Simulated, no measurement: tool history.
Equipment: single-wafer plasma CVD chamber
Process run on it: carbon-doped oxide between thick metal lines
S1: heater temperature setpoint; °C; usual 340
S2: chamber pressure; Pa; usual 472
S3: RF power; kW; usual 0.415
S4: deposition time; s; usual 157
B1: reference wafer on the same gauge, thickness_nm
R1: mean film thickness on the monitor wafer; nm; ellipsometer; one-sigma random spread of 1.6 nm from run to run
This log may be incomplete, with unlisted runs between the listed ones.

{"run": 1, "hour": 0.0, "S1": 329, "S2": 472, "S3": 0.415, "S4": 157, "B1": 641.3, "R1": 667.595}
{"run": 2, "hour": 12.4, "S1": 340, "S2": 472, "S3": 0.415, "S4": 157, "B1": 640.997, "R1": 644.302}
{"hour": 13.6, "done": "gauge calibrated"}
{"run": 3, "hour": 30.0, "S1": 340, "S2": 472, "S3": 0.415, "S4": 157, "B1": 640.973, "R1": 638.67}
{"run": 4, "hour": 47.7, "S1": 340, "S2": 472, "S3": 0.415, "S4": 157, "B1": 640.662, "R1": 644.168}
{"run": 5, "hour": 65.6, "S1": 340, "S2": 472, "S3": 0.415, "S4": 157, "B1": 641.203, "R1": 640.589}
{"run": 6, "hour": 74.6, "S1": 340, "S2": 472, "S3": 0.415, "S4": 157, "B1": 641.13, "R1": 642.051}
{"run": 7, "hour": 86.8, "S1": 340, "S2": 472, "S3": 0.415, "S4": 139, "B1": 640.868, "R1": 567.449}
{"run": 8, "hour": 104.8, "S1": 340, "S2": 472, "S3": 0.415, "S4": 139, "B1": 641.032, "R1": 568.514}
{"hour": 114.9, "done": "RF generator calibrated"}
{"run": 9, "hour": 115.4, "S1": 340, "S2": 472, "S3": 0.415, "S4": 132, "B1": 640.729, "R1": 558.981}
{"hour": 127.8, "done": "thermocouple changed; heater temperature recalibrated"}
{"run": 10, "hour": 130.8, "S1": 340, "S2": 472, "S3": 0.415, "S4": 157, "B1": 641.696, "R1": 662.321}
{"run": 11, "hour": 147.9, "S1": 340, "S2": 472, "S3": 0.415, "S4": 157, "B1": 641.329, "R1": 663.088}
{"run": 12, "hour": 164.4, "S1": 340, "S2": 472, "S3": 0.415, "S4": 157, "B1": 641.218, "R1": 661.65}
{"run": 13, "hour": 176.2, "S1": 350, "S2": 545, "S3": 0.34, "S4": 157, "B1": 640.408, "R1": 583.299}
{"run": 14, "hour": 187.4, "S1": 340, "S2": 587, "S3": 0.465, "S4": 177, "B1": 640.503, "R1": 803.656}
{"run": 15, "hour": 200.4, "S1": 340, "S2": 472, "S3": 0.415, "S4": 157, "B1": 641.67, "R1": 659.02}
{"run": 16, "hour": 215.4, "S1": 332, "S2": 429, "S3": 0.455, "S4": 147, "B1": 640.848, "R1": 660.16}
{"run": 17, "hour": 226.2, "S1": 340, "S2": 472, "S3": 0.415, "S4": 157, "B1": 640.627, "R1": 662.216}
{"run": 18, "hour": 239.6, "S1": 340, "S2": 472, "S3": 0.415, "S4": 149, "B1": 640.613, "R1": 625.476}
{"hour": 283.0, "done": "capacitance manometer re-zeroed and calibrated"}
{"run": 19, "hour": 283.5, "S1": 334, "S2": 472, "S3": 0.415, "S4": 135, "B1": 640.974, "R1": 580.005}
{"run": 20, "hour": 296.3, "S1": 340, "S2": 472, "S3": 0.355, "S4": 145, "B1": 640.763, "R1": 564.542}
{"hour": 321.1, "done": "gauge calibrated"}
{"hour": 327.8, "done": "showerhead replaced"}
{"run": 21, "hour": 328.3, "S1": 340, "S2": 363, "S3": 0.415, "S4": 181, "B1": 640.546, "R1": 746.33}
{"run": 22, "hour": 334.5, "S1": 329, "S2": 472, "S3": 0.415, "S4": 157, "B1": 640.822, "R1": 684.603}
{"run": 23, "hour": 378.3, "S1": 346, "S2": 547, "S3": 0.455, "S4": 184, "B1": 641.543, "R1": 799.302}
{"run": 24, "hour": 391.6, "S1": 340, "S2": 529, "S3": 0.475, "S4": 157, "B1": 641.09, "R1": 713.675}
{"run": 25, "hour": 400.7, "S1": 340, "S2": 472, "S3": 0.415, "S4": 178, "B1": 640.788, "R1": 746.45}
{"run": 26, "hour": 407.5, "S1": 329, "S2": 472, "S3": 0.415, "S4": 157, "B1": 641.188, "R1": 686.911}
{"run": 27, "hour": 417.1, "S1": 340, "S2": 472, "S3": 0.415, "S4": 157, "B1": 640.536, "R1": 655.829}
{"run": 28, "hour": 429.4, "S1": 340, "S2": 529, "S3": 0.475, "S4": 157, "B1": 640.278, "R1": 706.913}
{"run": 29, "hour": 444.4, "S1": 327, "S2": 472, "S3": 0.415, "S4": 184, "B1": 640.48, "R1": 809.154}

What if the next run were any one of these 3? Each begins from the tool's condition after run 29:
{"run": "A", "hour": 444.8, "S1": 352, "S2": 472, "S3": 0.415, "S4": 157, "B1": "?", "R1": "?"}
{"run": "B", "hour": 444.8, "S1": 354, "S2": 425, "S3": 0.44, "S4": 157, "B1": "?", "R1": "?"}
{"run": "C", "hour": 444.8, "S1": 340, "S2": 472, "S3": 0.465, "S4": 157, "B1": "?", "R1": "?"}

run=A B1=640.333 R1=633.983
run=B B1=640.333 R1=645.198
run=C B1=640.333 R1=696.282
Without the tool's hidden state the same runs would have given:
run=A R1=641.051
run=B R1=652.390
run=C R1=704.044
